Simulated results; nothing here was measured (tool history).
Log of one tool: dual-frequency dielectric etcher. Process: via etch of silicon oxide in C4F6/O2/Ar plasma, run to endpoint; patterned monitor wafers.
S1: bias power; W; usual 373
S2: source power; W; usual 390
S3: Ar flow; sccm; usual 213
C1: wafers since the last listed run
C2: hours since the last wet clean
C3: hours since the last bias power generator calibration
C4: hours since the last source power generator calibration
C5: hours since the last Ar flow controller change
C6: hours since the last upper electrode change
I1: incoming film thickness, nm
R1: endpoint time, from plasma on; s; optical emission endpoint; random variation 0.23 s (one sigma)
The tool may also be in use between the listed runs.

| run | day | S1 | S2 | S3 | C1 | C2 | C3 | C4 | C5 | C6 | I1 | R1 |
|---|---|---|---|---|---|---|---|---|---|---|---|---|
| 1 | 0.000 | 373 | 390 | 187 | 0 | 442.7 | 2319.6 | 1516.8 | 3709.0 | 235.1 | 195.7 | 42.5 |
| 2 | 1.192 | 373 | 390 | 187 | 351 | 471.3 | 2348.2 | 1545.4 | 3737.6 | 263.7 | 195.3 | 42.0 |
| 3 | 3.854 | 447 | 390 | 213 | 786 | 535.2 | 2412.1 | 1609.3 | 3801.5 | 327.6 | 195.1 | 39.5 |
| 4 | 5.671 | 373 | 390 | 213 | 536 | 578.8 | 2455.7 | 1652.9 | 3845.1 | 371.2 | 196.5 | 44.0 |
| 5 | 7.858 | 458 | 460 | 213 | 646 | 631.3 | 2508.2 | 1705.4 | 3897.6 | 423.7 | 195.1 | 37.0 |
|  | 8.875 | wet clean of the chamber |
| 6 | 9.379 | 425 | 420 | 232 | 153 | 12.1 | 2544.7 | 1741.9 | 3934.1 | 460.2 | 195.5 | 40.0 |
| 7 | 12.267 | 428 | 390 | 213 | 852 | 81.4 | 2614.0 | 1811.2 | 4003.4 | 529.5 | 195.9 | 40.5 |
| 8 | 13.525 | 334 | 480 | 243 | 371 | 111.6 | 2644.2 | 1841.4 | 4033.6 | 559.7 | 195.4 | 43.5 |
| 9 | 16.233 | 373 | 390 | 213 | 799 | 176.6 | 2709.2 | 1906.4 | 4098.6 | 624.7 | 195.5 | 42.8 |
| 10 | 17.421 | 459 | 420 | 213 | 350 | 205.1 | 2737.7 | 1934.9 | 4127.1 | 653.2 | 196.0 | 38.4 |
|  | 17.742 | bias power generator calibrated |
|  | 18.325 | Ar flow controller replaced |
| 11 | 19.204 | 324 | 300 | 195 | 403 | 247.9 | 35.1 | 1977.7 | 21.1 | 696.0 | 194.1 | 49.3 |
| 12 | 20.562 | 349 | 310 | 170 | 401 | 280.5 | 67.7 | 2010.3 | 53.7 | 728.6 | 196.4 | 46.5 |
|  | 21.954 | source power generator calibrated |
| 13 | 22.492 | 286 | 300 | 164 | 520 | 326.8 | 114.0 | 12.9 | 100.0 | 774.9 | 196.5 | 51.9 |
| 14 | 25.271 | 301 | 430 | 258 | 820 | 393.5 | 180.7 | 79.6 | 166.7 | 841.6 | 194.5 | 47.1 |
| 15 | 27.817 | 373 | 390 | 213 | 751 | 454.6 | 241.8 | 140.7 | 227.8 | 902.7 | 194.7 | 43.1 |
| 16 | 29.171 | 373 | 320 | 213 | 399 | 487.1 | 274.3 | 173.2 | 260.3 | 935.2 | 193.6 | 45.7 |
| 17 | 31.192 | 459 | 420 | 213 | 596 | 535.6 | 322.8 | 221.7 | 308.8 | 983.7 | 196.6 | 38.4 |
| 18 | 34.133 | 454 | 390 | 213 | 868 | 606.2 | 393.4 | 292.3 | 379.4 | 1054.3 | 195.9 | 39.4 |
|  | 35.200 | wet clean of the chamber |
| 19 | 35.650 | 401 | 420 | 213 | 152 | 10.8 | 429.8 | 328.7 | 415.8 | 1090.7 | 194.8 | 40.7 |
| 20 | 38.525 | 373 | 390 | 213 | 849 | 79.8 | 498.8 | 397.7 | 484.8 | 1159.7 | 195.9 | 42.9 |
| 21 | 42.662 | 301 | 430 | 258 | 1221 | 179.1 | 598.1 | 497.0 | 584.1 | 1259.0 | 195.0 | 47.3 |
| 22 | 43.883 | 373 | 390 | 213 | 360 | 208.4 | 627.4 | 526.3 | 613.4 | 1288.3 | 195.3 | 43.3 |
| 23 | 46.404 | 373 | 330 | 165 | 744 | 268.9 | 687.9 | 586.8 | 673.9 | 1348.8 | 197.0 | 44.3 |
| 24 | 48.225 | 297 | 390 | 213 | 537 | 312.6 | 731.6 | 630.5 | 717.6 | 1392.5 | 196.7 | 48.9 |
| 25 | 50.292 | 373 | 390 | 213 | 610 | 362.2 | 781.2 | 680.1 | 767.2 | 1442.1 | 195.2 | 43.2 |
| 26 | 52.183 | 428 | 310 | 213 | 558 | 407.6 | 826.6 | 725.5 | 812.6 | 1487.5 | 194.2 | 43.8 |
| 27 | 53.438 | 438 | 390 | 213 | 370 | 437.7 | 856.7 | 755.6 | 842.7 | 1517.6 | 196.0 | 40.1 |
| 28 | 55.262 | 373 | 390 | 213 | 538 | 481.5 | 900.5 | 799.4 | 886.5 | 1561.4 | 194.0 | 42.9 |

Forecast each of these 5 alternatives for the next run:
| A | 55.279 | 373 | 390 | 227 | 4 | 481.9 | 900.9 | 799.8 | 886.9 | 1561.8 | 194.6 | ? |
| B | 55.279 | 405 | 330 | 194 | 4 | 481.9 | 900.9 | 799.8 | 886.9 | 1561.8 | 194.6 | ? |
| C | 55.279 | 447 | 320 | 213 | 4 | 481.9 | 900.9 | 799.8 | 886.9 | 1561.8 | 194.6 | ? |
| D | 55.279 | 397 | 490 | 213 | 4 | 481.9 | 900.9 | 799.8 | 886.9 | 1561.8 | 194.6 | ? |
| E | 55.279 | 333 | 450 | 213 | 4 | 481.9 | 900.9 | 799.8 | 886.9 | 1561.8 | 194.6 | ? |

| run | R1 |
|---|---|
| A | 43.6 |
| B | 43.3 |
| C | 42.4 |
| D | 38.8 |
| E | 43.4 |
Without the tool's hidden state the same runs would have given:
| run | R1 |
|---|---|
| A | 43.6 |
| B | 43.3 |
| C | 42.4 |
| D | 38.8 |
| E | 43.4 |
